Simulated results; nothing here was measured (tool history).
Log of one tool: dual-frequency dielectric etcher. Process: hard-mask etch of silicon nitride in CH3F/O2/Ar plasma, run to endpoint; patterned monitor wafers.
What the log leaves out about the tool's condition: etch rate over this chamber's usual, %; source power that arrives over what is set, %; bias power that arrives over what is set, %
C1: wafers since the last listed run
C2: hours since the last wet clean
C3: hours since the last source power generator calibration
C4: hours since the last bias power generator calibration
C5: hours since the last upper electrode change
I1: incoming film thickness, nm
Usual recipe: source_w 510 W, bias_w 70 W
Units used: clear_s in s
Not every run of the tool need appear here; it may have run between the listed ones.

run 1 hour=0.0 | source_w=510 bias_w=70 | C1=0 C2=251.2 C3=1105.3 C4=1446.0 C5=1653.7 | I1=55.1 | clear_s=74.9
run 2 hour=87.8 | source_w=510 bias_w=70 | C1=1463 C2=339.0 C3=1193.1 C4=1533.8 C5=1741.5 | I1=55.2 | clear_s=76.0
run 3 hour=159.3 | source_w=510 bias_w=70 | C1=1191 C2=410.5 C3=1264.6 C4=1605.3 C5=1813.0 | I1=55.5 | clear_s=74.9
run 4 hour=236.4 | source_w=510 bias_w=70 | C1=1284 C2=487.6 C3=1341.7 C4=1682.4 C5=1890.1 | I1=55.0 | clear_s=74.4
-- hour=272.5 wet clean of the chamber
run 5 hour=342.4 | source_w=510 bias_w=60 | C1=1366 C2=69.9 C3=1447.7 C4=1788.4 C5=1996.1 | I1=55.6 | clear_s=81.7
run 6 hour=424.7 | source_w=510 bias_w=81 | C1=1371 C2=152.2 C3=1530.0 C4=1870.7 C5=2078.4 | I1=56.2 | clear_s=73.4
run 7 hour=505.6 | source_w=510 bias_w=81 | C1=1348 C2=233.1 C3=1610.9 C4=1951.6 C5=2159.3 | I1=55.6 | clear_s=72.5
run 8 hour=590.0 | source_w=510 bias_w=78 | C1=1406 C2=317.5 C3=1695.3 C4=2036.0 C5=2243.7 | I1=55.4 | clear_s=72.9
run 9 hour=627.2 | source_w=510 bias_w=78 | C1=619 C2=354.7 C3=1732.5 C4=2073.2 C5=2280.9 | I1=55.8 | clear_s=72.2
run 10 hour=718.1 | source_w=510 bias_w=78 | C1=1514 C2=445.6 C3=1823.4 C4=2164.1 C5=2371.8 | I1=55.1 | clear_s=71.7
-- hour=759.4 wet clean of the chamber
run 11 hour=772.5 | source_w=510 bias_w=70 | C1=506 C2=13.1 C3=1877.8 C4=2218.5 C5=2426.2 | I1=56.0 | clear_s=78.2
run 12 hour=832.1 | source_w=510 bias_w=70 | C1=993 C2=72.7 C3=1937.4 C4=2278.1 C5=2485.8 | I1=56.3 | clear_s=78.2
run 13 hour=878.0 | source_w=510 bias_w=70 | C1=764 C2=118.6 C3=1983.3 C4=2324.0 C5=2531.7 | I1=55.8 | clear_s=76.0
run 14 hour=962.6 | source_w=590 bias_w=62 | C1=1409 C2=203.2 C3=2067.9 C4=2408.6 C5=2616.3 | I1=55.3 | clear_s=73.1
-- hour=969.8 bias power generator calibrated
run 15 hour=1001.6 | source_w=590 bias_w=62 | C1=583 C2=242.2 C3=2106.9 C4=31.8 C5=2655.3 | I1=55.6 | clear_s=73.2
-- hour=1029.1 source power generator calibrated
run 16 hour=1042.3 | source_w=440 bias_w=60 | C1=611 C2=282.9 C3=13.2 C4=72.5 C5=2696.0 | I1=55.8 | clear_s=88.5
run 17 hour=1100.4 | source_w=510 bias_w=70 | C1=968 C2=341.0 C3=71.3 C4=130.6 C5=2754.1 | I1=55.8 | clear_s=75.7
run 18 hour=1193.8 | source_w=580 bias_w=62 | C1=1556 C2=434.4 C3=164.7 C4=224.0 C5=2847.5 | I1=55.7 | clear_s=72.4
-- hour=1305.7 wet clean of the chamber
-- hour=1312.3 upper electrode replaced
run 19 hour=1312.8 | source_w=580 bias_w=79 | C1=1473 C2=7.1 C3=283.7 C4=343.0 C5=0.5 | I1=55.5 | clear_s=68.4
run 20 hour=1353.6 | source_w=510 bias_w=81 | C1=679 C2=47.9 C3=324.5 C4=383.8 C5=41.3 | I1=55.4 | clear_s=73.2
run 21 hour=1449.5 | source_w=590 bias_w=62 | C1=1597 C2=143.8 C3=420.4 C4=479.7 C5=137.2 | I1=56.1 | clear_s=74.8
run 22 hour=1494.8 | source_w=510 bias_w=54 | C1=754 C2=189.1 C3=465.7 C4=525.0 C5=182.5 | I1=55.6 | clear_s=84.1
run 23 hour=1539.4 | source_w=410 bias_w=55 | C1=743 C2=233.7 C3=510.3 C4=569.6 C5=227.1 | I1=55.2 | clear_s=93.9
run 24 hour=1597.9 | source_w=390 bias_w=84 | C1=974 C2=292.2 C3=568.8 C4=628.1 C5=285.6 | I1=55.6 | clear_s=81.1
run 25 hour=1690.3 | source_w=450 bias_w=61 | C1=1539 C2=384.6 C3=661.2 C4=720.5 C5=378.0 | I1=55.8 | clear_s=86.5
-- hour=1747.1 wet clean of the chamber
run 26 hour=2002.3 | source_w=510 bias_w=81 | C1=4798 C2=255.2 C3=973.2 C4=1032.5 C5=690.0 | I1=55.3 | clear_s=72.3
run 27 hour=2090.0 | source_w=450 bias_w=64 | C1=1461 C2=342.9 C3=1060.9 C4=1120.2 C5=777.7 | I1=55.3 | clear_s=82.7
run 28 hour=2161.6 | source_w=600 bias_w=62 | C1=1193 C2=414.5 C3=1132.5 C4=1191.8 C5=849.3 | I1=55.3 | clear_s=70.8
-- hour=2292.2 wet clean of the chamber
run 29 hour=2385.8 | source_w=400 bias_w=64 | C1=3335 C2=93.6 C3=1356.7 C4=1416.0 C5=1073.5 | I1=55.8 | clear_s=92.9
run 30 hour=2446.4 | source_w=450 bias_w=55 | C1=1009 C2=154.2 C3=1417.3 C4=1476.6 C5=1134.1 | I1=55.7 | clear_s=90.6

Here are 5 independent what-if runs from the current tool condition. What would each one return?
run A hour=2446.8 | source_w=390 bias_w=70 | C1=6 C2=154.6 C3=1417.7 C4=1477.0 C5=1134.5 | I1=55.5 | clear_s=?
run B hour=2446.8 | source_w=540 bias_w=82 | C1=6 C2=154.6 C3=1417.7 C4=1477.0 C5=1134.5 | I1=55.5 | clear_s=?
run C hour=2446.8 | source_w=600 bias_w=70 | C1=6 C2=154.6 C3=1417.7 C4=1477.0 C5=1134.5 | I1=55.5 | clear_s=?
run D hour=2446.8 | source_w=550 bias_w=56 | C1=6 C2=154.6 C3=1417.7 C4=1477.0 C5=1134.5 | I1=55.5 | clear_s=?
run E hour=2446.8 | source_w=570 bias_w=55 | C1=6 C2=154.6 C3=1417.7 C4=1477.0 C5=1134.5 | I1=55.5 | clear_s=?

run=A clear_s=90.4
run=B clear_s=70.5
run=C clear_s=70.8
run=D clear_s=80.6
run=E clear_s=79.6
Without the tool's hidden state the same runs would have given:
run=A clear_s=90.8
run=B clear_s=70.8
run=C clear_s=71.2
run=D clear_s=81.0
run=E clear_s=80.0
